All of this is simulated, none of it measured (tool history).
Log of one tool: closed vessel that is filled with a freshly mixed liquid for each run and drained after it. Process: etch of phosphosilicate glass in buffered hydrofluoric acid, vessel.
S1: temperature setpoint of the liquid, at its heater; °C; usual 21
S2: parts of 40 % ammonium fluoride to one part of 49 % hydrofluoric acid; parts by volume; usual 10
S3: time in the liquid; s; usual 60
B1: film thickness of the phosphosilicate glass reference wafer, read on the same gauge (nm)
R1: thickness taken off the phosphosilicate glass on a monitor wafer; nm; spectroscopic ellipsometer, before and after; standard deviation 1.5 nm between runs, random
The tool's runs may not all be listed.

run,hour,S1,S2,S3,B1,R1
1,0,21,10,60,120,181.33
2,49.7,21,10,60,119.98,183.2
3,135.6,21,10,60,120.02,179.66
# hour 147.3: hydrofluoric acid flow meter replaced
4,234.1,21,10,90,120,256.66
5,293,21,10,60,120.01,171.19
6,329.9,21,10,60,120.01,169.52
7,436.7,23,10,40,120.01,125.29
8,479.5,21,10,60,120,168.27
9,555.2,21,9,75,120.01,225.71
# hour 610.1: gauge calibrated
10,639.2,21,10,60,119.98,163.45
# hour 669.4: hydrofluoric acid flow meter replaced, repeated, since the last time left the tool worse
# hour 785.6: thermometer replaced
11,936.1,21,10,60,120.01,185.46
12,990.8,21,10,60,120,183.86
13,1068.5,21,10,70,119.99,214.77
14,1156.1,21,10,75,120.01,227.21
# hour 1176.2: hydrofluoric acid flow meter replaced
15,1229.7,21,10,60,120.01,192.2
16,1320.3,21,13.5,75,120.01,175.96
17,1424.1,23,10,60,119.99,210.9
18,1473.9,24,6.5,50,120,278.77
19,1514.4,17.5,7,40,120.01,141.68
20,1553.5,21,10,60,119.99,185.96
21,1631.8,21,10,60,119.98,184.94
22,1727.9,26,13.5,85,119.99,256.84
23,1832,21,10,60,120,182.17
# hour 1833.8: hydrofluoric acid flow meter replaced
24,1873.5,18.5,10,60,119.99,166.46
25,1920.4,18,10,30,120,80.12
26,2009.9,21,7,50,119.99,219.91
27,2071.7,21,10,70,120.02,219.08
# hour 2117.4: gauge calibrated
28,2149.2,21,7.5,60,119.98,239.19
29,2248,18.5,8.5,50,120,152.77
30,2290.2,24,10,85,120.01,302.56
31,2342.8,21,12.5,85,119.99,206.28
# hour 2404.9: hydrofluoric acid flow meter replaced
32,2440.5,21,10,80,120.02,257.17

Branching from run 32: 3 alternative next runs. What would each branch give?
A,2441.2,21,10,60,?,?
B,2441.2,24.5,10,50,?,?
C,2441.2,21,10,30,?,?

run,B1,R1
A,120.01,190.67
B,120.01,192.6
C,120.01,95.33
With no hidden state in the tool, these same runs would have given:
run,R1
A,193.21
B,195.17
C,96.6
